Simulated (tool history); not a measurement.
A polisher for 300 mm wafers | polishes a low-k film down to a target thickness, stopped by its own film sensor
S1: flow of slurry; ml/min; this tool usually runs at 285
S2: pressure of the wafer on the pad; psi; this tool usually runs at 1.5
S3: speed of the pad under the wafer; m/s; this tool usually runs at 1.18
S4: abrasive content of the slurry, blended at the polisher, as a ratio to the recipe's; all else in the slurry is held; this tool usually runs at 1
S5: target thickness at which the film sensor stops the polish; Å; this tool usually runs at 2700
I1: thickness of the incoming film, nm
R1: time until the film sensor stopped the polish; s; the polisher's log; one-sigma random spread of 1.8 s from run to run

| run | hour | S1 | S2 | S3 | S4 | S5 | I1 | R1 |
|---|---|---|---|---|---|---|---|---|
| 1 | 0 | 285 | 1.5 | 1.38 | 1 | 2700 | 324.6 | 162.2 |
|  | 31.7 | worn pad replaced by a new one |
| 2 | 41.6 | 285 | 1.5 | 1.38 | 1 | 2700 | 320 | 149.4 |
|  | 61.4 | slurry blender recalibrated |
|  | 87.7 | conditioning disc replaced and pad reconditioned |
|  | 89.2 | head pressure recalibrated |
| 3 | 98.8 | 285 | 1.5 | 1.38 | 1 | 2700 | 321.8 | 144.8 |
| 4 | 127.2 | 285 | 1.5 | 1.18 | 1 | 2700 | 317.4 | 154.2 |
| 5 | 190.9 | 285 | 1.5 | 1.18 | 1 | 2700 | 323 | 175.3 |
| 6 | 258.1 | 285 | 1.5 | 1.18 | 1 | 2700 | 313.8 | 147.8 |
|  | 268.2 | slurry nozzle cleaned |
| 7 | 322.8 | 285 | 1.5 | 1.18 | 1 | 2700 | 326.1 | 186.5 |
| 8 | 347.3 | 285 | 1.5 | 1.18 | 0.9 | 2700 | 323.3 | 187.5 |
|  | 355.3 | worn pad replaced by a new one |
|  | 395.5 | slurry blender recalibrated |
| 9 | 414.4 | 285 | 1.5 | 1.18 | 0.9 | 2700 | 324.2 | 189.9 |
|  | 451.5 | head pressure recalibrated |
| 10 | 452.5 | 285 | 1.5 | 1.18 | 0.9 | 2700 | 320.3 | 181.7 |
|  | 476.5 | conditioning disc replaced and pad reconditioned |
| 11 | 488.5 | 285 | 1.5 | 1.18 | 1 | 2600 | 314.6 | 179.6 |
| 12 | 526.3 | 285 | 1 | 1.18 | 1 | 2700 | 319.2 | 205.3 |
|  | 564.2 | slurry nozzle cleaned |
| 13 | 595.7 | 285 | 1.5 | 1.18 | 1 | 2700 | 319 | 163.5 |
|  | 634.9 | worn pad replaced by a new one |
|  | 689.6 | slurry blender recalibrated |
| 14 | 705.9 | 285 | 1.5 | 1.36 | 1.25 | 2600 | 320.5 | 175.1 |
| 15 | 777.7 | 285 | 1.3 | 1.18 | 1 | 2700 | 319.3 | 188.4 |
|  | 790 | head pressure recalibrated |
| 16 | 824.9 | 375 | 1.5 | 1.18 | 1 | 2700 | 318.5 | 170.3 |
|  | 851.3 | conditioning disc replaced and pad reconditioned |
| 17 | 861.7 | 285 | 1.5 | 1.18 | 1 | 2700 | 320.7 | 161.3 |
| 18 | 886.2 | 325 | 1.5 | 1.42 | 1.1 | 2610 | 317.5 | 151.4 |
|  | 904.9 | slurry nozzle cleaned |
| 19 | 918.7 | 285 | 1.7 | 1.44 | 1 | 2700 | 320.6 | 130.9 |
|  | 961.7 | worn pad replaced by a new one |
|  | 967.7 | slurry blender recalibrated |
| 20 | 987 | 230 | 1.5 | 0.92 | 0.7 | 2540 | 319.5 | 300.8 |
| 21 | 1057.2 | 350 | 1.7 | 1.18 | 1.2 | 2870 | 317.9 | 90.5 |
| 22 | 1116.7 | 285 | 1.5 | 1.04 | 1 | 2700 | 316.8 | 174.7 |
|  | 1134.2 | head pressure recalibrated |
| 23 | 1160.4 | 285 | 1.5 | 1.18 | 1 | 2700 | 318.5 | 166.6 |
| 24 | 1198 | 285 | 1.2 | 1.58 | 1 | 2700 | 321.3 | 160.2 |
| 25 | 1228.1 | 285 | 1.3 | 1.18 | 0.9 | 2540 | 322.5 | 266.7 |
|  | 1234 | conditioning disc replaced and pad reconditioned |
|  | 1263 | worn pad replaced by a new one |
| 26 | 1263.5 | 285 | 1.5 | 1.18 | 1 | 2700 | 314.4 | 143 |

Predict each of these 3 candidate next runs independently; none follows another, all start after run 26:
| A | 1264 | 285 | 1.5 | 1.18 | 1 | 2750 | 324.9 | ? |
| B | 1264 | 285 | 1.5 | 1.18 | 1 | 2530 | 324.9 | ? |
| C | 1264 | 285 | 1.2 | 1.18 | 1.3 | 2770 | 324.9 | ? |

| run | R1 |
|---|---|
| A | 162.1 |
| B | 233.6 |
| C | 161.4 |
What these runs would have given with no unlogged condition in the tool:
| run | R1 |
|---|---|
| A | 160.8 |
| B | 231.8 |
| C | 160.3 |

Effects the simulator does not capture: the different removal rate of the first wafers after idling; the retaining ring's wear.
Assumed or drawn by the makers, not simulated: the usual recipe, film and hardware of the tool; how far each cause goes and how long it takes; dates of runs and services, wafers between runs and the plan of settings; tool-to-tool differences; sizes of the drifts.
